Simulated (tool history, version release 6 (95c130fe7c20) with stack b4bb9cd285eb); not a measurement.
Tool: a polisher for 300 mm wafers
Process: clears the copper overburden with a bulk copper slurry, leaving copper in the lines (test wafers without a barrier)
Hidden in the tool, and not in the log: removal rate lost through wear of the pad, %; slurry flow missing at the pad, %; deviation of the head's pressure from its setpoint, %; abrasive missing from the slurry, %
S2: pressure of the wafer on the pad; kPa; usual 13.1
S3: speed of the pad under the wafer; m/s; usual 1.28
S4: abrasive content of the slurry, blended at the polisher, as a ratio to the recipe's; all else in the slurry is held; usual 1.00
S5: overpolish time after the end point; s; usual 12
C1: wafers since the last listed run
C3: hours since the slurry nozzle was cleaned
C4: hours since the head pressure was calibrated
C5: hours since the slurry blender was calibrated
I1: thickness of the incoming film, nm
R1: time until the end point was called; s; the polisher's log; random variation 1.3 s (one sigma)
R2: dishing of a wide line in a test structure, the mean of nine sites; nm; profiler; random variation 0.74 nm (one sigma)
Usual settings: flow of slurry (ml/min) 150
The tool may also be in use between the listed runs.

{"run": 1, "hour": 0.0, "flow of slurry (ml/min)": 150, "S2": 13.1, "S3": 1.28, "S4": 1.0, "S5": 12, "C1": 0, "wafers polished on this pad": 1196, "C3": 472.9, "C4": 234.3, "C5": 92.2, "I1": 600.1, "R1": 88.2, "R2": 43.7}
{"hour": 46.5, "done": "head pressure recalibrated"}
{"run": 2, "hour": 97.0, "flow of slurry (ml/min)": 150, "S2": 13.1, "S3": 1.28, "S4": 1.0, "S5": 12, "C1": 964, "wafers polished on this pad": 2161, "C3": 569.9, "C4": 50.5, "C5": 189.2, "I1": 602.1, "R1": 94.2, "R2": 42.0}
{"hour": 130.2, "done": "slurry nozzle cleaned"}
{"run": 3, "hour": 184.3, "flow of slurry (ml/min)": 150, "S2": 13.1, "S3": 1.28, "S4": 1.0, "S5": 12, "C1": 876, "wafers polished on this pad": 3037, "C3": 54.1, "C4": 137.8, "C5": 276.5, "I1": 598.2, "R1": 102.1, "R2": 41.2}
{"hour": 199.0, "done": "worn pad replaced by a new one"}
{"run": 4, "hour": 284.1, "flow of slurry (ml/min)": 150, "S2": 13.1, "S3": 1.28, "S4": 1.0, "S5": 12, "C1": 972, "wafers polished on this pad": 864, "C3": 153.9, "C4": 237.6, "C5": 376.3, "I1": 595.6, "R1": 87.4, "R2": 43.2}
{"hour": 312.9, "done": "slurry blender recalibrated"}
{"hour": 350.6, "done": "head pressure recalibrated"}
{"run": 5, "hour": 357.7, "flow of slurry (ml/min)": 150, "S2": 13.1, "S3": 1.28, "S4": 1.0, "S5": 12, "C1": 706, "wafers polished on this pad": 1571, "C3": 227.5, "C4": 7.1, "C5": 44.8, "I1": 604.6, "R1": 90.5, "R2": 43.2}
{"run": 6, "hour": 399.2, "flow of slurry (ml/min)": 150, "S2": 13.1, "S3": 1.28, "S4": 1.0, "S5": 10, "C1": 421, "wafers polished on this pad": 1992, "C3": 269.0, "C4": 48.6, "C5": 86.3, "I1": 601.0, "R1": 92.0, "R2": 37.7}
{"hour": 481.1, "done": "worn pad replaced by a new one"}
{"run": 7, "hour": 487.1, "flow of slurry (ml/min)": 150, "S2": 13.1, "S3": 1.28, "S4": 1.0, "S5": 10, "C1": 851, "wafers polished on this pad": 60, "C3": 356.9, "C4": 136.5, "C5": 174.2, "I1": 605.7, "R1": 86.8, "R2": 38.6}
{"run": 8, "hour": 587.5, "flow of slurry (ml/min)": 135, "S2": 13.1, "S3": 1.28, "S4": 1.0, "S5": 12, "C1": 1019, "wafers polished on this pad": 1080, "C3": 457.3, "C4": 236.9, "C5": 274.6, "I1": 586.6, "R1": 88.4, "R2": 43.4}
{"hour": 645.0, "done": "slurry nozzle cleaned"}
{"hour": 669.8, "done": "slurry blender recalibrated"}
{"run": 9, "hour": 670.3, "flow of slurry (ml/min)": 135, "S2": 13.1, "S3": 1.28, "S4": 1.0, "S5": 12, "C1": 810, "wafers polished on this pad": 1890, "C3": 25.3, "C4": 319.7, "C5": 0.5, "I1": 604.5, "R1": 95.9, "R2": 41.2}
{"hour": 686.3, "done": "head pressure recalibrated"}
{"hour": 759.2, "done": "worn pad replaced by a new one"}
{"run": 10, "hour": 759.7, "flow of slurry (ml/min)": 170, "S2": 13.1, "S3": 1.28, "S4": 1.0, "S5": 10, "C1": 846, "wafers polished on this pad": 5, "C3": 114.7, "C4": 73.4, "C5": 89.9, "I1": 603.1, "R1": 87.9, "R2": 38.8}
{"run": 11, "hour": 837.4, "flow of slurry (ml/min)": 190, "S2": 17.2, "S3": 1.1, "S4": 1.0, "S5": 12, "C1": 788, "wafers polished on this pad": 794, "C3": 192.4, "C4": 151.1, "C5": 167.6, "I1": 596.1, "R1": 78.8, "R2": 47.8}
{"run": 12, "hour": 920.0, "flow of slurry (ml/min)": 150, "S2": 13.1, "S3": 1.28, "S4": 1.0, "S5": 12, "C1": 838, "wafers polished on this pad": 1632, "C3": 275.0, "C4": 233.7, "C5": 250.2, "I1": 597.3, "R1": 92.3, "R2": 43.1}
{"run": 13, "hour": 956.5, "flow of slurry (ml/min)": 115, "S2": 13.1, "S3": 1.14, "S4": 0.8, "S5": 16, "C1": 370, "wafers polished on this pad": 2003, "C3": 311.5, "C4": 270.2, "C5": 286.7, "I1": 598.8, "R1": 113.7, "R2": 43.7}
{"run": 14, "hour": 995.4, "flow of slurry (ml/min)": 150, "S2": 13.1, "S3": 1.4, "S4": 0.85, "S5": 12, "C1": 394, "wafers polished on this pad": 2398, "C3": 350.4, "C4": 309.1, "C5": 325.6, "I1": 600.1, "R1": 93.2, "R2": 42.3}
{"hour": 998.7, "done": "head pressure recalibrated"}
{"hour": 1077.9, "done": "worn pad replaced by a new one"}
{"hour": 1081.5, "done": "slurry blender recalibrated"}
{"run": 15, "hour": 1102.2, "flow of slurry (ml/min)": 135, "S2": 17.2, "S3": 1.28, "S4": 1.0, "S5": 12, "C1": 1003, "wafers polished on this pad": 226, "C3": 457.2, "C4": 103.5, "C5": 20.7, "I1": 597.0, "R1": 67.8, "R2": 51.8}
{"run": 16, "hour": 1205.8, "flow of slurry (ml/min)": 195, "S2": 9.0, "S3": 1.28, "S4": 0.85, "S5": 12, "C1": 1051, "wafers polished on this pad": 1277, "C3": 560.8, "C4": 207.1, "C5": 124.3, "I1": 595.8, "R1": 128.4, "R2": 32.5}
{"hour": 1237.0, "done": "slurry nozzle cleaned"}
{"hour": 1269.4, "done": "head pressure recalibrated"}
{"run": 17, "hour": 1274.9, "flow of slurry (ml/min)": 150, "S2": 13.1, "S3": 1.28, "S4": 1.0, "S5": 12, "C1": 671, "wafers polished on this pad": 1949, "C3": 37.9, "C4": 5.5, "C5": 193.4, "I1": 604.5, "R1": 96.7, "R2": 40.8}
{"hour": 1339.1, "done": "worn pad replaced by a new one"}
{"run": 18, "hour": 1343.1, "flow of slurry (ml/min)": 130, "S2": 17.9, "S3": 1.28, "S4": 1.0, "S5": 15, "C1": 651, "wafers polished on this pad": 41, "C3": 106.1, "C4": 73.7, "C5": 261.6, "I1": 596.0, "R1": 65.3, "R2": 60.9}
{"run": 19, "hour": 1390.9, "flow of slurry (ml/min)": 150, "S2": 16.5, "S3": 1.28, "S4": 1.0, "S5": 10, "C1": 485, "wafers polished on this pad": 526, "C3": 153.9, "C4": 121.5, "C5": 309.4, "I1": 608.5, "R1": 71.0, "R2": 46.8}

How the hidden state differs across the entries between the runs, from the last listed run before each to the first after it:
Between runs 1 and 2: head pressure recalibrated (hour 46.5)
  removal rate lost through wear of the pad, %: 2.56 -> 7.62
  measured less the result without the state, R1: +2.2 -> +7.1 s; R2: -0.8 -> -2.2 nm
Between runs 2 and 3: slurry nozzle cleaned (hour 130.2)
  removal rate lost through wear of the pad, %: 7.62 -> 14.7
  measured less the result without the state, R1: +7.1 -> +15.0 s; R2: -2.2 -> -4.5 nm
Between runs 3 and 4: worn pad replaced by a new one (hour 199.0)
  removal rate lost through wear of the pad, %: 14.7 -> 1.23
  measured less the result without the state, R1: +15.0 -> +1.0 s; R2: -4.5 -> -0.4 nm
Between runs 4 and 5: slurry blender recalibrated (hour 312.9); head pressure recalibrated (hour 350.6)
  removal rate lost through wear of the pad, %: 1.23 -> 4.01
  measured less the result without the state, R1: +1.0 -> +3.7 s; R2: -0.4 -> -1.1 nm
Between runs 6 and 7: worn pad replaced by a new one (hour 481.1)
  removal rate lost through wear of the pad, %: 6.32 -> 1.08
  measured less the result without the state, R1: +5.8 -> +1.0 s; R2: -1.8 -> -0.3 nm
Between runs 8 and 9: slurry nozzle cleaned (hour 645.0); slurry blender recalibrated (hour 669.8)
  removal rate lost through wear of the pad, %: 2.83 -> 6.62
  measured less the result without the state, R1: +2.5 -> +6.3 s; R2: -0.8 -> -1.9 nm
Between runs 9 and 10: head pressure recalibrated (hour 686.3); worn pad replaced by a new one (hour 759.2)
  removal rate lost through wear of the pad, %: 6.62 -> 2.08
  measured less the result without the state, R1: +6.3 -> +1.9 s; R2: -1.9 -> -0.6 nm
Between runs 14 and 15: head pressure recalibrated (hour 998.7); worn pad replaced by a new one (hour 1077.9); slurry blender recalibrated (hour 1081.5)
  removal rate lost through wear of the pad, %: 10.7 -> 1.83
  measured less the result without the state, R1: +10.0 -> +1.2 s; R2: -3.2 -> -0.6 nm
Between runs 16 and 17: slurry nozzle cleaned (hour 1237.0); head pressure recalibrated (hour 1269.4)
  removal rate lost through wear of the pad, %: 4.27 -> 7.75
  measured less the result without the state, R1: +5.5 -> +7.5 s; R2: -1.0 -> -2.2 nm
Between runs 17 and 18: worn pad replaced by a new one (hour 1339.1)
  removal rate lost through wear of the pad, %: 7.75 -> 0.125
  measured less the result without the state, R1: +7.5 -> +0.1 s; R2: -2.2 -> +0.0 nm
